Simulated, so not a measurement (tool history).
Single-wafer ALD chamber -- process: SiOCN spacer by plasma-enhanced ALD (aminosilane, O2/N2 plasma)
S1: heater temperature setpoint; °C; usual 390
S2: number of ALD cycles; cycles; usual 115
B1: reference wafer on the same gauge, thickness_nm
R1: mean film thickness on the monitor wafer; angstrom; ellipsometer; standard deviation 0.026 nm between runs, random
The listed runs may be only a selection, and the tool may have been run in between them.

| run | hour | S1 | S2 | B1 | R1 |
|---|---|---|---|---|---|
| 1 | 0 | 390 | 115 | 6.938 | 71.76 |
| 2 | 14.2 | 390 | 115 | 6.955 | 71.3 |
| 3 | 34.7 | 390 | 115 | 6.952 | 71.41 |
|  | 49 | gauge calibrated |
| 4 | 53.4 | 390 | 115 | 6.813 | 70.29 |
| 5 | 85.4 | 390 | 115 | 6.837 | 70.01 |
| 6 | 110.5 | 390 | 115 | 6.831 | 70.57 |
| 7 | 128.3 | 390 | 124 | 6.84 | 76.16 |
| 8 | 142.1 | 390 | 124 | 6.843 | 76.1 |
| 9 | 176.7 | 398 | 115 | 6.858 | 70.56 |
| 10 | 190.5 | 390 | 115 | 6.849 | 71.03 |
| 11 | 208.3 | 390 | 115 | 6.864 | 71.08 |
| 12 | 224.5 | 390 | 115 | 6.875 | 70.83 |
| 13 | 259.1 | 390 | 131 | 6.884 | 80.75 |
| 14 | 285.9 | 377 | 99 | 6.875 | 60.91 |
|  | 297.2 | thermocouple changed; heater temperature recalibrated |
| 15 | 388 | 381 | 95 | 6.906 | 59.19 |
| 16 | 407.2 | 390 | 115 | 6.92 | 71.36 |
| 17 | 425.9 | 403 | 99 | 6.928 | 61.07 |
|  | 449.2 | gauge calibrated |
| 18 | 454.8 | 385 | 115 | 6.825 | 70.91 |
| 19 | 476.6 | 390 | 115 | 6.828 | 70.38 |
| 20 | 500.5 | 399 | 102 | 6.841 | 62.4 |
| 21 | 520.7 | 377 | 99 | 6.839 | 60.82 |
| 22 | 554.2 | 377 | 123 | 6.848 | 75.52 |
| 23 | 566.8 | 390 | 115 | 6.845 | 71.19 |
| 24 | 593.7 | 390 | 115 | 6.847 | 70.65 |
| 25 | 610.3 | 397 | 101 | 6.865 | 62.35 |
| 26 | 639.3 | 400 | 115 | 6.884 | 71 |
| 27 | 652.8 | 390 | 115 | 6.879 | 70.5 |

What if the next run were any one of these 3? Each begins from the tool's condition after run 27:
| A | 653.4 | 390 | 96 | ? | ? |
| B | 653.4 | 395 | 115 | ? | ? |
| C | 653.4 | 380 | 134 | ? | ? |

| run | B1 | R1 |
|---|---|---|
| A | 6.87 | 59.07 |
| B | 6.87 | 70.76 |
| C | 6.87 | 82.45 |
Had the tool no hidden state, the same runs would have come out as:
| run | R1 |
|---|---|
| A | 58.56 |
| B | 70.16 |
| C | 81.75 |

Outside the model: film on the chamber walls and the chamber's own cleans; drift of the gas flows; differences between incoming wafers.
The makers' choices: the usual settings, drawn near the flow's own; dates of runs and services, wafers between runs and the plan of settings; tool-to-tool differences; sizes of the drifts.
